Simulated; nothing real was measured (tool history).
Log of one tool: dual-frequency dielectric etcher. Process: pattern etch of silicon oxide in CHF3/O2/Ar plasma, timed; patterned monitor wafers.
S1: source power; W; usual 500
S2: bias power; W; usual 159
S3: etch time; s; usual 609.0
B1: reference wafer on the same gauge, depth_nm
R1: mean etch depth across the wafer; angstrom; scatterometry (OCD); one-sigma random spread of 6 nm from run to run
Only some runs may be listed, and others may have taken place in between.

Run 1, day 0.000: usual settings but S1 440 W; B1 1129.9. Result: R1 9718 angstrom.
At day 0.192: gauge calibrated.
Run 2, day 1.792: usual settings but S1 440 W; B1 1131.0. Result: R1 9647 angstrom.
Run 3, day 5.679: usual settings but S2 172 W, S3 717.5 s; B1 1130.4. Result: R1 11954 angstrom.
At day 18.150: wet clean of the chamber.
Run 4, day 18.171: usual settings; B1 1131.5. Result: R1 10019 angstrom.
Run 5, day 21.550: usual settings; B1 1130.8. Result: R1 10033 angstrom.
Run 6, day 25.046: usual settings; B1 1128.0. Result: R1 9831 angstrom.
At day 29.604: upper electrode replaced.
Run 7, day 29.625: usual settings; B1 1130.5. Result: R1 9776 angstrom.
Run 8, day 32.621: usual settings; B1 1128.2. Result: R1 9732 angstrom.
At day 34.479: bias power generator calibrated.
Run 9, day 34.892: usual settings; B1 1129.9. Result: R1 9756 angstrom.
Run 10, day 37.375: usual settings; B1 1130.8. Result: R1 9699 angstrom.
At day 41.238: wet clean of the chamber.
Run 11, day 41.258: usual settings but S3 778.5 s; B1 1130.5. Result: R1 13164 angstrom.
Run 12, day 44.362: usual settings but S1 440 W, S2 174 W; B1 1131.4. Result: R1 9964 angstrom.
At day 47.046: gauge calibrated.
Run 13, day 48.308: usual settings but S1 540 W, S2 120 W, S3 463.0 s; B1 1129.2. Result: R1 7457 angstrom.
Run 14, day 52.333: usual settings but S1 410 W, S2 141 W, S3 784.5 s; B1 1129.9. Result: R1 11869 angstrom.
Run 15, day 55.804: usual settings; B1 1130.3. Result: R1 9901 angstrom.
Run 16, day 59.346: usual settings; B1 1130.3. Result: R1 9772 angstrom.
At day 59.671: source power generator calibrated.
At day 63.804: wet clean of the chamber.
Run 17, day 71.521: usual settings but S2 184 W, S3 470.0 s; B1 1131.0. Result: R1 8020 angstrom.
Run 18, day 73.612: usual settings but S3 464.5 s; B1 1131.1. Result: R1 7595 angstrom.
Run 19, day 76.292: usual settings; B1 1129.0. Result: R1 10005 angstrom.
Run 20, day 78.479: usual settings but S1 390 W, S2 186 W, S3 712.0 s; B1 1129.7. Result: R1 11254 angstrom.

Forecast each of these 5 alternatives for the next run:
Run A, day 78.504: usual settings; B1 ?. Result: R1 ?.
Run B, day 78.504: usual settings but S1 580 W, S2 191 W, S3 531.0 s; B1 ?. Result: R1 ?.
Run C, day 78.504: usual settings but S1 430 W; B1 ?. Result: R1 ?.
Run D, day 78.504: usual settings but S3 669.0 s; B1 ?. Result: R1 ?.
Run E, day 78.504: usual settings but S1 380 W, S2 175 W, S3 438.0 s; B1 ?. Result: R1 ?.

run      B1     R1
  A  1131.2   9837
  B  1131.2   9265
  C  1131.2   9447
  D  1131.2  10807
  E  1131.2   6705
The same runs, with their run-to-run variation unchanged, on a tool lacking any hidden condition would have given:
run     R1
  A  10054
  B   9469
  C   9655
  D  11044
  E   6852
